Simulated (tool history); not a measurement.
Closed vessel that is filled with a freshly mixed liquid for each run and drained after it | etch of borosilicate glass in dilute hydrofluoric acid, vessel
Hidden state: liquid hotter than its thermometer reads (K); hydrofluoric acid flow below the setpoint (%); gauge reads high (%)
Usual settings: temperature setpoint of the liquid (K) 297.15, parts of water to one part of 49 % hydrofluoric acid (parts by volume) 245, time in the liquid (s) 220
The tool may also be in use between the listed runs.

run	day	temperature setpoint of the liquid (K)	parts of water to one part of 49 % hydrofluoric acid (parts by volume)	time in the liquid (s)	wafers since the last listed run	hours since the thermometer was replaced	hours since the hydrofluoric acid flow meter was replaced	hours since the gauge calibration	read-back film thickness of the borosilicate glass reference wafer, read on the same gauge (nm)	thickness taken off the borosilicate glass on a monitor wafer (nm)
1	0	297.15	245	220	0	723.5	670	457.8	79.96	18.77
2	2.017	297.15	245	220	3267	771.9	718.4	506.2	79.99	18.3
3	3.067	296.15	245	220	1701	797.1	743.6	531.4	80	17.6
4	8.229	296.15	245	220	8365	921	867.5	655.3	79.93	17.78
5	10.588	297.15	245	145	3821	977.6	924.1	711.9	79.97	12
6	13.258	297.15	245	145	4327	1041.7	988.2	776	79.99	11.98
7	16.162	297.15	245	145	4705	1111.4	1057.9	845.7	80.03	11.93
8	18.846	298.15	245	145	4347	1175.8	1122.3	910.1	80.01	12.29
9	20.4	297.15	245	220	2518	1213.1	1159.6	947.4	80.01	18.22
# day 21.958: hydrofluoric acid flow meter replaced
10	22.667	297.15	245	220	3605	1267.5	17	1001.8	80	19.31
11	25.638	299.15	245	220	4813	1338.8	88.3	1073.1	80.04	21.02
12	26.85	299.15	245	220	1964	1367.9	117.4	1102.2	79.99	20.54
13	29.067	299.15	245	220	3591	1421.1	170.6	1155.4	80.02	20.8
# day 30.838: gauge calibrated
14	32.558	297.15	245	220	5657	1504.9	254.4	41.3	80	19.35
15	34.392	295.65	305	220	2970	1548.9	298.4	85.3	80.03	13.98
16	36.075	301.15	310	180	2727	1589.3	338.8	125.7	79.98	13.39
17	37.629	299.15	150	170	2518	1626.6	376.1	163	80.02	29.3
18	40.467	293.15	140	120	4597	1694.7	444.2	231.1	79.98	17.89
19	43.438	297.15	245	220	4813	1766	515.5	302.4	80	19.4
20	44.558	297.15	245	220	1816	1792.9	542.4	329.3	79.98	19
# day 44.783: thermometer replaced
21	45.958	297.15	205	220	2200	28.2	576	362.9	80.04	21.92
22	48.738	300.15	280	265	4503	94.9	642.7	429.6	80.01	19.8
23	50.821	292.15	315	300	3375	144.9	692.7	479.6	79.99	14.53
24	53.688	292.65	195	270	4644	213.7	761.5	548.4	80.03	24.12
25	56.475	292.15	160	170	4516	280.6	828.4	615.3	80.04	18.86
26	58.704	301.15	310	220	3612	334.1	881.9	668.8	80	14.87
27	61.412	297.15	245	220	4388	399.1	946.9	733.8	80.06	17.46

The tool's hidden state at each run:
gauge reads high (%): 0 in every run
H1: liquid hotter than its thermometer reads (K)
H2: hydrofluoric acid flow below the setpoint (%)
run	H1	H2
1	1.22	3.68
2	1.28	3.93
3	1.31	4.06
4	1.47	4.7
5	1.54	4.99
6	1.62	5.33
7	1.71	5.69
8	1.79	6.02
9	1.84	6.21
10	1.91	1.22
11	2	1.59
12	2.03	1.74
13	2.1	2.01
14	2.21	2.45
15	2.26	2.68
16	2.31	2.89
17	2.36	3.08
18	2.45	3.43
19	2.54	3.8
20	2.57	3.94
21	0.287	4.12
22	0.371	4.46
23	0.434	4.72
24	0.521	5.08
25	0.606	5.42
26	0.674	5.7
27	0.756	6.04

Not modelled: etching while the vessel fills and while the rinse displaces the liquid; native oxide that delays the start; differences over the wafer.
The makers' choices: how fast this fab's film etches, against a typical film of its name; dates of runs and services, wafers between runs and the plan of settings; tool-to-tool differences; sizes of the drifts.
